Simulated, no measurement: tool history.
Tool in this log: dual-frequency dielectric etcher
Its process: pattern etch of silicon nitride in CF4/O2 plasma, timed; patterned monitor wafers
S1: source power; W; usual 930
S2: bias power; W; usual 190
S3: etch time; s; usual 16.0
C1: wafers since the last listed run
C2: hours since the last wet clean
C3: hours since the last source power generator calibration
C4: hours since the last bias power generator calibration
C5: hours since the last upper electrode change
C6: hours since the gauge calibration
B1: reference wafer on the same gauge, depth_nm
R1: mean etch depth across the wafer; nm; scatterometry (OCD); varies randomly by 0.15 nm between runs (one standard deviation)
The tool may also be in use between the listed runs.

Run 1, day 0.000: usual settings; C1 0; C2 503.1; C3 5315.4; C4 4.9; C5 0.5; C6 185.7; B1 43.1. Result: R1 52.7 nm.
Run 2, day 0.112: usual settings; C1 49; C2 505.8; C3 5318.1; C4 7.6; C5 3.2; C6 188.4; B1 43.1. Result: R1 52.7 nm.
Run 3, day 0.408: usual settings; C1 129; C2 512.9; C3 5325.2; C4 14.7; C5 10.3; C6 195.5; B1 43.1. Result: R1 52.9 nm.
Run 4, day 0.738: usual settings; C1 144; C2 520.8; C3 5333.1; C4 22.6; C5 18.2; C6 203.4; B1 43.1. Result: R1 52.6 nm.
Run 5, day 0.996: usual settings; C1 113; C2 527.0; C3 5339.3; C4 28.8; C5 24.4; C6 209.6; B1 43.1. Result: R1 52.9 nm.
Run 6, day 1.417: usual settings; C1 184; C2 537.1; C3 5349.4; C4 38.9; C5 34.5; C6 219.7; B1 43.1. Result: R1 52.7 nm.
Run 7, day 1.817: usual settings; C1 175; C2 546.7; C3 5359.0; C4 48.5; C5 44.1; C6 229.3; B1 43.1. Result: R1 52.9 nm.
Run 8, day 2.554: usual settings; C1 323; C2 564.4; C3 5376.7; C4 66.2; C5 61.8; C6 247.0; B1 43.1. Result: R1 52.7 nm.
Run 9, day 3.188: usual settings; C1 277; C2 579.6; C3 5391.9; C4 81.4; C5 77.0; C6 262.2; B1 43.1. Result: R1 52.8 nm.
Run 10, day 3.621: usual settings; C1 189; C2 590.0; C3 5402.3; C4 91.8; C5 87.4; C6 272.6; B1 43.1. Result: R1 52.5 nm.
Run 11, day 3.925: usual settings but S1 1020 W, S2 150 W; C1 133; C2 597.3; C3 5409.6; C4 99.1; C5 94.7; C6 279.9; B1 43.1. Result: R1 52.5 nm.
Run 12, day 4.525: usual settings but S2 163 W; C1 263; C2 611.7; C3 5424.0; C4 113.5; C5 109.1; C6 294.3; B1 43.1. Result: R1 50.1 nm.
Run 13, day 4.904: usual settings but S2 170 W, S3 11.5 s; C1 166; C2 620.8; C3 5433.1; C4 122.6; C5 118.2; C6 303.4; B1 43.1. Result: R1 36.4 nm.
At day 6.271: wet clean of the chamber.
Run 14, day 6.292: usual settings but S1 770 W; C1 169; C2 0.5; C3 5466.4; C4 155.9; C5 151.5; C6 336.7; B1 43.1. Result: R1 46.6 nm.
Run 15, day 6.308: usual settings but S1 770 W, S2 228 W, S3 20.0 s; C1 7; C2 0.9; C3 5466.8; C4 156.3; C5 151.9; C6 337.1; B1 43.1. Result: R1 61.9 nm.

Expected results for the next run?
Run 16, day 6.633: usual settings but S2 162 W; C1 142; C2 8.7; C3 5474.6; C4 164.1; C5 159.7; C6 344.9; B1 ?. Result: R1 ?.

Logged for run 16: B1 43.1, R1 50.6 nm.
Without the tool's hidden state the same run would have given R1 50.5 nm.
